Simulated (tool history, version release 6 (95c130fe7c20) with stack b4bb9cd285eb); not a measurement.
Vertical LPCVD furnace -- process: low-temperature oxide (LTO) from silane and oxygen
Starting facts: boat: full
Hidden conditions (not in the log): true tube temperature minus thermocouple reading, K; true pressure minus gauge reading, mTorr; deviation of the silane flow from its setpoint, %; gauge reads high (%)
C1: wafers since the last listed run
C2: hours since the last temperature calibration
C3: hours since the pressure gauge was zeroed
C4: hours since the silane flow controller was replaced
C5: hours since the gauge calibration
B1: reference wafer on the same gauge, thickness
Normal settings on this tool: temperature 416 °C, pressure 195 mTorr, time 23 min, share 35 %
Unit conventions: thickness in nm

{"run": 1, "hour": 0.0, "temperature": 416, "pressure": 195, "time": 23, "share": 37, "C1": 0, "C2": 1064.5, "C3": 1904.2, "C4": 4764, "C5": 1255.2, "B1": 169.04, "thickness": 217.54}
{"run": 2, "hour": 46.5, "temperature": 416, "pressure": 230, "time": 23, "share": 35, "C1": 481, "C2": 1111, "C3": 1950.7, "C4": 4810.5, "C5": 1301.7, "B1": 168.93, "thickness": 238.85}
{"run": 3, "hour": 136.5, "temperature": 416, "pressure": 230, "time": 23, "share": 35, "C1": 931, "C2": 1201, "C3": 2040.7, "C4": 4900.5, "C5": 1391.7, "B1": 168.96, "thickness": 238.03}
{"run": 4, "hour": 182.6, "temperature": 416, "pressure": 195, "time": 23, "share": 35, "C1": 477, "C2": 1247.1, "C3": 2086.8, "C4": 4946.6, "C5": 1437.8, "B1": 168.93, "thickness": 203.78}
{"run": 5, "hour": 264.4, "temperature": 416, "pressure": 195, "time": 23, "share": 35, "C1": 846, "C2": 1328.9, "C3": 2168.6, "C4": 5028.4, "C5": 1519.6, "B1": 169.01, "thickness": 204.71}
{"run": 6, "hour": 308.8, "temperature": 416, "pressure": 195, "time": 23, "share": 35, "C1": 459, "C2": 1373.3, "C3": 2213, "C4": 5072.8, "C5": 1564, "B1": 168.94, "thickness": 204.19}
{"run": 7, "hour": 347.4, "temperature": 416, "pressure": 195, "time": 23, "share": 35, "C1": 399, "C2": 1411.9, "C3": 2251.6, "C4": 5111.4, "C5": 1602.6, "B1": 169.01, "thickness": 203.6}
{"hour": 434.5, "done": "pressure gauge zeroed"}
{"hour": 447.2, "done": "silane flow controller replaced"}
{"run": 8, "hour": 447.7, "temperature": 416, "pressure": 195, "time": 23, "share": 35, "C1": 658, "C2": 1512.2, "C3": 13.2, "C4": 0.5, "C5": 1702.9, "B1": 168.95, "thickness": 197.96}
{"run": 9, "hour": 493.2, "temperature": 416, "pressure": 195, "time": 23, "share": 35, "C1": 471, "C2": 1557.7, "C3": 58.7, "C4": 46, "C5": 1748.4, "B1": 168.94, "thickness": 198.15}
{"run": 10, "hour": 555.7, "temperature": 416, "pressure": 195, "time": 23, "share": 35, "C1": 647, "C2": 1620.2, "C3": 121.2, "C4": 108.5, "C5": 1810.9, "B1": 169.18, "thickness": 198.88}
{"hour": 671.5, "done": "thermocouples replaced and temperature profile calibrated"}
{"run": 11, "hour": 672.0, "temperature": 416, "pressure": 195, "time": 23, "share": 35, "C1": 955, "C2": 0.5, "C3": 237.5, "C4": 224.8, "C5": 1927.2, "B1": 168.7, "thickness": 198.44}
{"run": 12, "hour": 923.2, "temperature": 416, "pressure": 195, "time": 23, "share": 35, "C1": 2600, "C2": 251.7, "C3": 488.7, "C4": 476, "C5": 2178.4, "B1": 168.93, "thickness": 199.2}
{"run": 13, "hour": 1022.3, "temperature": 411, "pressure": 155, "time": 23, "share": 35, "C1": 1025, "C2": 350.8, "C3": 587.8, "C4": 575.1, "C5": 2277.5, "B1": 168.85, "thickness": 149.82}
{"run": 14, "hour": 1075.9, "temperature": 416, "pressure": 195, "time": 20.5, "share": 32, "C1": 554, "C2": 404.4, "C3": 641.4, "C4": 628.7, "C5": 2331.1, "B1": 168.89, "thickness": 158.07}
{"run": 15, "hour": 1137.1, "temperature": 405, "pressure": 180, "time": 26, "share": 32, "C1": 633, "C2": 465.6, "C3": 702.6, "C4": 689.9, "C5": 2392.3, "B1": 169.12, "thickness": 161.77}
{"run": 16, "hour": 1180.8, "temperature": 422, "pressure": 175, "time": 25.5, "share": 35, "C1": 452, "C2": 509.3, "C3": 746.3, "C4": 733.6, "C5": 2436, "B1": 168.91, "thickness": 212.02}
{"run": 17, "hour": 1225.2, "temperature": 416, "pressure": 240, "time": 30.5, "share": 31, "C1": 459, "C2": 553.7, "C3": 790.7, "C4": 778, "C5": 2480.4, "B1": 169.03, "thickness": 278.61}
{"run": 18, "hour": 1310.7, "temperature": 412, "pressure": 175, "time": 23, "share": 40, "C1": 885, "C2": 639.2, "C3": 876.2, "C4": 863.5, "C5": 2565.9, "B1": 169.05, "thickness": 202.6}
{"run": 19, "hour": 1360.2, "temperature": 416, "pressure": 195, "time": 23, "share": 35, "C1": 512, "C2": 688.7, "C3": 925.7, "C4": 913, "C5": 2615.4, "B1": 168.91, "thickness": 199.62}
{"run": 20, "hour": 1456.0, "temperature": 416, "pressure": 235, "time": 29, "share": 35, "C1": 991, "C2": 784.5, "C3": 1021.5, "C4": 1008.8, "C5": 2711.2, "B1": 169.04, "thickness": 302.01}
{"run": 21, "hour": 1558.1, "temperature": 411, "pressure": 195, "time": 25.5, "share": 32, "C1": 1057, "C2": 886.6, "C3": 1123.6, "C4": 1110.9, "C5": 2813.3, "B1": 169.03, "thickness": 187.05}
{"hour": 1593.3, "done": "gauge calibrated"}
{"run": 22, "hour": 1621.6, "temperature": 416, "pressure": 180, "time": 23, "share": 35, "C1": 657, "C2": 950.1, "C3": 1187.1, "C4": 1174.4, "C5": 28.3, "B1": 169.02, "thickness": 186.57}
{"run": 23, "hour": 1711.6, "temperature": 416, "pressure": 165, "time": 23, "share": 35, "C1": 931, "C2": 1040.1, "C3": 1277.1, "C4": 1264.4, "C5": 118.3, "B1": 168.76, "thickness": 171.15}
{"run": 24, "hour": 1772.3, "temperature": 416, "pressure": 225, "time": 23, "share": 35, "C1": 628, "C2": 1100.8, "C3": 1337.8, "C4": 1325.1, "C5": 179, "B1": 168.91, "thickness": 232.34}
{"run": 25, "hour": 1872.4, "temperature": 416, "pressure": 195, "time": 23, "share": 32, "C1": 1036, "C2": 1200.9, "C3": 1437.9, "C4": 1425.2, "C5": 279.1, "B1": 169.04, "thickness": 179.48}
{"run": 26, "hour": 1939.2, "temperature": 425, "pressure": 235, "time": 23, "share": 35, "C1": 691, "C2": 1267.7, "C3": 1504.7, "C4": 1492, "C5": 345.9, "B1": 169.02, "thickness": 265.94}
{"run": 27, "hour": 1981.3, "temperature": 416, "pressure": 185, "time": 23, "share": 41, "C1": 435, "C2": 1309.8, "C3": 1546.8, "C4": 1534.1, "C5": 388, "B1": 169.03, "thickness": 232.21}
{"run": 28, "hour": 2072.1, "temperature": 416, "pressure": 195, "time": 23, "share": 35, "C1": 940, "C2": 1400.6, "C3": 1637.6, "C4": 1624.9, "C5": 478.8, "B1": 168.85, "thickness": 201.93}
{"run": 29, "hour": 2145.5, "temperature": 416, "pressure": 195, "time": 23, "share": 35, "C1": 759, "C2": 1474, "C3": 1711, "C4": 1698.3, "C5": 552.2, "B1": 168.98, "thickness": 201.66}
{"run": 30, "hour": 2195.7, "temperature": 416, "pressure": 195, "time": 23, "share": 30, "C1": 519, "C2": 1524.2, "C3": 1761.2, "C4": 1748.5, "C5": 602.4, "B1": 168.93, "thickness": 164.17}

Across each entry between runs, compare the hidden state at the last listed run before it with the hidden state at the first listed run after it:
Between runs 7 and 8: pressure gauge zeroed (hour 434.5); silane flow controller replaced (hour 447.2)
  true pressure minus gauge reading, mTorr: 7.36 -> 0.977
  measured value less the no-hidden-state value, thickness: +7.4 -> +0.98 nm
Between runs 10 and 11: thermocouples replaced and temperature profile calibrated (hour 671.5)
  true pressure minus gauge reading, mTorr: 0.996 -> 1.05
  measured value less the no-hidden-state value, thickness: +1.01 -> +1.06 nm
Between runs 21 and 22: gauge calibrated (hour 1593.3)
  true pressure minus gauge reading, mTorr: 2.63 -> 2.82
  measured value less the no-hidden-state value, thickness: +2.49 -> +2.88 nm
